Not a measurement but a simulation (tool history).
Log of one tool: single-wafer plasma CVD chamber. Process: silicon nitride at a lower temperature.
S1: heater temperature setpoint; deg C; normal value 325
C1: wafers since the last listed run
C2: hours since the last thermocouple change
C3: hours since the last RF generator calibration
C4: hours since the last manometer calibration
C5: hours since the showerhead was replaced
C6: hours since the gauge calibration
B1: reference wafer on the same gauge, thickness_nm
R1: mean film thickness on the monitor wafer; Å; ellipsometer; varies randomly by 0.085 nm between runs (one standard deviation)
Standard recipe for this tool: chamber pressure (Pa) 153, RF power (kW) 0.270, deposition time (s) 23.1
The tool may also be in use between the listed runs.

run 1 hour=0.0 | S1=321 chamber_pressure_(Pa)=153 RF_power_(kW)=0.245 deposition_time_(s)=23.1 | C1=0 C2=2749.4 C3=364.0 C4=551.1 C5=3489.9 C6=2487.2 | B1=22.404 | R1=215.70
run 2 hour=98.0 | S1=325 chamber_pressure_(Pa)=153 RF_power_(kW)=0.270 deposition_time_(s)=23.1 | C1=1426 C2=2847.4 C3=462.0 C4=649.1 C5=3587.9 C6=2585.2 | B1=22.374 | R1=224.88
run 3 hour=156.0 | S1=325 chamber_pressure_(Pa)=153 RF_power_(kW)=0.270 deposition_time_(s)=23.1 | C1=843 C2=2905.4 C3=520.0 C4=707.1 C5=3645.9 C6=2643.2 | B1=22.396 | R1=222.61
run 4 hour=207.4 | S1=325 chamber_pressure_(Pa)=153 RF_power_(kW)=0.270 deposition_time_(s)=23.1 | C1=747 C2=2956.8 C3=571.4 C4=758.5 C5=3697.3 C6=2694.6 | B1=22.405 | R1=224.51
run 5 hour=269.1 | S1=325 chamber_pressure_(Pa)=153 RF_power_(kW)=0.270 deposition_time_(s)=23.1 | C1=897 C2=3018.5 C3=633.1 C4=820.2 C5=3759.0 C6=2756.3 | B1=22.400 | R1=222.15
-- hour=289.0 thermocouple changed; heater temperature recalibrated
run 6 hour=330.5 | S1=325 chamber_pressure_(Pa)=153 RF_power_(kW)=0.270 deposition_time_(s)=25.1 | C1=777 C2=41.5 C3=694.5 C4=881.6 C5=3820.4 C6=2817.7 | B1=22.412 | R1=243.30
run 7 hour=377.6 | S1=334 chamber_pressure_(Pa)=116 RF_power_(kW)=0.325 deposition_time_(s)=23.1 | C1=685 C2=88.6 C3=741.6 C4=928.7 C5=3867.5 C6=2864.8 | B1=22.386 | R1=221.38
run 8 hour=438.6 | S1=325 chamber_pressure_(Pa)=153 RF_power_(kW)=0.285 deposition_time_(s)=23.1 | C1=887 C2=149.6 C3=802.6 C4=989.7 C5=3928.5 C6=2925.8 | B1=22.408 | R1=227.41
run 9 hour=483.2 | S1=331 chamber_pressure_(Pa)=153 RF_power_(kW)=0.235 deposition_time_(s)=25.6 | C1=648 C2=194.2 C3=847.2 C4=1034.3 C5=3973.1 C6=2970.4 | B1=22.389 | R1=233.38
run 10 hour=587.2 | S1=321 chamber_pressure_(Pa)=153 RF_power_(kW)=0.245 deposition_time_(s)=23.1 | C1=1513 C2=298.2 C3=951.2 C4=1138.3 C5=4077.1 C6=3074.4 | B1=22.393 | R1=215.81
run 11 hour=667.4 | S1=339 chamber_pressure_(Pa)=129 RF_power_(kW)=0.270 deposition_time_(s)=27.6 | C1=1166 C2=378.4 C3=1031.4 C4=1218.5 C5=4157.3 C6=3154.6 | B1=22.397 | R1=253.55
run 12 hour=717.1 | S1=338 chamber_pressure_(Pa)=153 RF_power_(kW)=0.315 deposition_time_(s)=23.1 | C1=723 C2=428.1 C3=1081.1 C4=1268.2 C5=4207.0 C6=3204.3 | B1=22.398 | R1=235.38
run 13 hour=761.3 | S1=325 chamber_pressure_(Pa)=153 RF_power_(kW)=0.270 deposition_time_(s)=23.1 | C1=643 C2=472.3 C3=1125.3 C4=1312.4 C5=4251.2 C6=3248.5 | B1=22.395 | R1=224.01
-- hour=799.5 gauge calibrated
run 14 hour=831.7 | S1=325 chamber_pressure_(Pa)=153 RF_power_(kW)=0.235 deposition_time_(s)=23.1 | C1=1024 C2=542.7 C3=1195.7 C4=1382.8 C5=4321.6 C6=32.2 | B1=22.394 | R1=210.07
run 15 hour=1081.7 | S1=336 chamber_pressure_(Pa)=183 RF_power_(kW)=0.325 deposition_time_(s)=21.5 | C1=3637 C2=792.7 C3=1445.7 C4=1632.8 C5=4571.6 C6=282.2 | B1=22.419 | R1=234.95

What does the tool deliver on the next run?
-- hour=1114.8 RF generator calibrated
run 16 hour=1137.0 | S1=325 chamber_pressure_(Pa)=153 RF_power_(kW)=0.270 deposition_time_(s)=27.5 | C1=688 C2=848.0 C3=22.2 C4=1688.1 C5=4626.9 C6=337.5 | B1=? | R1=?

For run 16 the tool returned B1 22.394, R1 264.41 Å.
Without the tool's hidden state the same run would have given R1 264.41 Å.
